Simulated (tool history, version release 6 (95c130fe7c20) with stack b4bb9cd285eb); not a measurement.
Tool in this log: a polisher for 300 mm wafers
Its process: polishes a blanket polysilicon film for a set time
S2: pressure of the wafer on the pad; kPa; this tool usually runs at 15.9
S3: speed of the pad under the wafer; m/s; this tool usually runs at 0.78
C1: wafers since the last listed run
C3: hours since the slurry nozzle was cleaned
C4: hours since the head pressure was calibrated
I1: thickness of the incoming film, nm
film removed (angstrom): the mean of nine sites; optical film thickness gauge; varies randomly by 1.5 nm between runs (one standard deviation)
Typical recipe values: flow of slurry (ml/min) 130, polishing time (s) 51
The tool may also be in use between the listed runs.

Run 1, day 0.000: usual settings but S3 0.60 m/s, polishing time (s) 58; C1 0; wafers polished on this pad 1686; C3 573.0; C4 6.7; I1 1121.8. Result: film removed (angstrom) 2042.
Run 2, day 2.829: usual settings; C1 1001; wafers polished on this pad 2688; C3 640.9; C4 74.6; I1 1103.1. Result: film removed (angstrom) 2326.
Run 3, day 3.904: usual settings; C1 380; wafers polished on this pad 3069; C3 666.7; C4 100.4; I1 1101.1. Result: film removed (angstrom) 2334.
Run 4, day 6.771: usual settings; C1 1014; wafers polished on this pad 4083; C3 735.5; C4 169.2; I1 1128.6. Result: film removed (angstrom) 2345.
Run 5, day 8.279: usual settings; C1 534; wafers polished on this pad 4618; C3 771.7; C4 205.4; I1 1139.0. Result: film removed (angstrom) 2336.
Run 6, day 10.017: usual settings but flow of slurry (ml/min) 155, S2 13.1 kPa; C1 615; wafers polished on this pad 5233; C3 813.4; C4 247.1; I1 1128.2. Result: film removed (angstrom) 2040.
At day 10.117: slurry nozzle cleaned.
At day 10.662: worn pad replaced by a new one.
Run 7, day 12.975: usual settings but flow of slurry (ml/min) 155, S2 13.1 kPa; C1 973; wafers polished on this pad 818; C3 68.6; C4 318.1; I1 1118.5. Result: film removed (angstrom) 2044.
Run 8, day 15.112: usual settings but flow of slurry (ml/min) 155, S2 13.1 kPa; C1 756; wafers polished on this pad 1574; C3 119.9; C4 369.4; I1 1138.7. Result: film removed (angstrom) 2061.
Run 9, day 18.042: usual settings but polishing time (s) 56; C1 1037; wafers polished on this pad 2611; C3 190.2; C4 439.7; I1 1135.8. Result: film removed (angstrom) 2676.
Run 10, day 21.000: usual settings but polishing time (s) 56; C1 1047; wafers polished on this pad 3659; C3 261.2; C4 510.7; I1 1125.7. Result: film removed (angstrom) 2691.
Run 11, day 22.954: usual settings but polishing time (s) 56; C1 691; wafers polished on this pad 4351; C3 308.1; C4 557.6; I1 1116.5. Result: film removed (angstrom) 2677.
Run 12, day 25.192: usual settings but S2 20.0 kPa; C1 792; wafers polished on this pad 5143; C3 361.8; C4 611.3; I1 1125.9. Result: film removed (angstrom) 3083.
At day 25.638: worn pad replaced by a new one.
Run 13, day 26.542: usual settings but S3 0.88 m/s, polishing time (s) 59; C1 418; wafers polished on this pad 319; C3 394.2; C4 643.7; I1 1116.1. Result: film removed (angstrom) 3120.
Run 14, day 34.817: usual settings but S3 0.88 m/s, polishing time (s) 59; C1 2929; wafers polished on this pad 3249; C3 592.8; C4 842.3; I1 1136.7. Result: film removed (angstrom) 3199.
Run 15, day 35.983: usual settings but S3 0.88 m/s, polishing time (s) 59; C1 413; wafers polished on this pad 3662; C3 620.8; C4 870.3; I1 1139.6. Result: film removed (angstrom) 3166.
At day 36.033: slurry nozzle cleaned.
Run 16, day 37.250: usual settings but S3 0.62 m/s; C1 433; wafers polished on this pad 4095; C3 29.2; C4 900.7; I1 1129.5. Result: film removed (angstrom) 1995.
At day 39.612: worn pad replaced by a new one.
Run 17, day 39.900: usual settings but S3 0.62 m/s; C1 879; wafers polished on this pad 102; C3 92.8; C4 964.3; I1 1128.0. Result: film removed (angstrom) 1978.
At day 40.946: head pressure recalibrated.
Run 18, day 41.804: usual settings; C1 644; wafers polished on this pad 746; C3 138.5; C4 20.6; I1 1111.6. Result: film removed (angstrom) 2290.
Run 19, day 44.600: usual settings; C1 989; wafers polished on this pad 1736; C3 205.6; C4 87.7; I1 1141.8. Result: film removed (angstrom) 2325.
Run 20, day 47.592: usual settings but S3 0.88 m/s, polishing time (s) 59; C1 1059; wafers polished on this pad 2796; C3 277.4; C4 159.5; I1 1117.6. Result: film removed (angstrom) 3068.
Run 21, day 49.533: usual settings but flow of slurry (ml/min) 165, S2 19.3 kPa, S3 0.66 m/s, polishing time (s) 58; C1 687; wafers polished on this pad 3483; C3 324.0; C4 206.1; I1 1118.8. Result: film removed (angstrom) 2924.
Run 22, day 51.958: usual settings; C1 858; wafers polished on this pad 4342; C3 382.2; C4 264.3; I1 1108.3. Result: film removed (angstrom) 2392.
At day 55.404: worn pad replaced by a new one.
Run 23, day 59.475: usual settings but flow of slurry (ml/min) 150, S3 0.50 m/s, polishing time (s) 37; C1 2602; wafers polished on this pad 1441; C3 562.6; C4 444.7; I1 1112.0. Result: film removed (angstrom) 1200.
Run 24, day 60.688: usual settings but S3 0.88 m/s, polishing time (s) 59; C1 429; wafers polished on this pad 1871; C3 591.7; C4 473.8; I1 1119.5. Result: film removed (angstrom) 3169.
At day 61.871: slurry nozzle cleaned.
Run 25, day 62.262: usual settings but flow of slurry (ml/min) 105, S3 0.94 m/s, polishing time (s) 37; C1 542; wafers polished on this pad 2413; C3 9.4; C4 511.6; I1 1128.7. Result: film removed (angstrom) 2000.
Run 26, day 63.925: usual settings; C1 588; wafers polished on this pad 3002; C3 49.3; C4 551.5; I1 1131.7. Result: film removed (angstrom) 2432.
Run 27, day 65.104: usual settings but flow of slurry (ml/min) 105, S3 0.70 m/s, polishing time (s) 67; C1 417; wafers polished on this pad 3419; C3 77.6; C4 579.8; I1 1103.9. Result: film removed (angstrom) 2772.
Run 28, day 66.838: usual settings but flow of slurry (ml/min) 160, S2 14.5 kPa; C1 613; wafers polished on this pad 4033; C3 119.2; C4 621.4; I1 1134.8. Result: film removed (angstrom) 2316.
Run 29, day 69.442: usual settings but S2 17.9 kPa, polishing time (s) 37; C1 921; wafers polished on this pad 4955; C3 181.7; C4 683.9; I1 1134.7. Result: film removed (angstrom) 2021.
Run 30, day 71.483: usual settings but S2 11.0 kPa, S3 0.94 m/s; C1 722; wafers polished on this pad 5678; C3 230.7; C4 732.9; I1 1123.5. Result: film removed (angstrom) 2038.
At day 72.808: worn pad replaced by a new one.
Run 31, day 73.250: usual settings but flow of slurry (ml/min) 105, S3 0.70 m/s, polishing time (s) 67; C1 566; wafers polished on this pad 157; C3 273.1; C4 775.3; I1 1119.8. Result: film removed (angstrom) 2787.
Run 32, day 75.629: usual settings but polishing time (s) 67; C1 842; wafers polished on this pad 999; C3 330.2; C4 832.4; I1 1107.0. Result: film removed (angstrom) 3245.
Run 33, day 78.167: usual settings but flow of slurry (ml/min) 155, S2 17.9 kPa, S3 0.56 m/s, polishing time (s) 41; C1 898; wafers polished on this pad 1897; C3 391.1; C4 893.3; I1 1142.3. Result: film removed (angstrom) 1709.
Run 34, day 81.083: usual settings but flow of slurry (ml/min) 105, S2 11.0 kPa; C1 1032; wafers polished on this pad 2930; C3 461.1; C4 963.3; I1 1115.5. Result: film removed (angstrom) 1639.

How the hidden state differs across the entries between the runs, from the last listed run before each to the first after it:
From run 6 to run 7: slurry nozzle cleaned (day 10.117); worn pad replaced by a new one (day 10.662)
  deviation of the head's pressure from its setpoint, %: 4.58 -> 5.31
  difference, measured minus the result without the unlogged condition, film removed (angstrom): +89 -> +103
From run 12 to run 13: worn pad replaced by a new one (day 25.638)
  deviation of the head's pressure from its setpoint, %: 7.21 -> 7.34
  difference, measured minus the result without the unlogged condition, film removed (angstrom): +207 -> +213
From run 15 to run 16: slurry nozzle cleaned (day 36.033)
  deviation of the head's pressure from its setpoint, %: 8 -> 8.06
  difference, measured minus the result without the unlogged condition, film removed (angstrom): +235 -> +149
From run 16 to run 17: worn pad replaced by a new one (day 39.612)
  deviation of the head's pressure from its setpoint, %: 8.06 -> 8.17
  difference, measured minus the result without the unlogged condition, film removed (angstrom): +149 -> +149
From run 17 to run 18: head pressure recalibrated (day 40.946)
  deviation of the head's pressure from its setpoint, %: 8.17 -> 0.886
  difference, measured minus the result without the unlogged condition, film removed (angstrom): +149 -> +20
From run 22 to run 23: worn pad replaced by a new one (day 55.404)
  deviation of the head's pressure from its setpoint, %: 4.62 -> 6.17
  difference, measured minus the result without the unlogged condition, film removed (angstrom): +106 -> +69
From run 24 to run 25: slurry nozzle cleaned (day 61.871)
  deviation of the head's pressure from its setpoint, %: 6.35 -> 6.58
  difference, measured minus the result without the unlogged condition, film removed (angstrom): +190 -> +123
From run 30 to run 31: worn pad replaced by a new one (day 72.808)
  deviation of the head's pressure from its setpoint, %: 7.5 -> 7.62
  difference, measured minus the result without the unlogged condition, film removed (angstrom): +143 -> +197
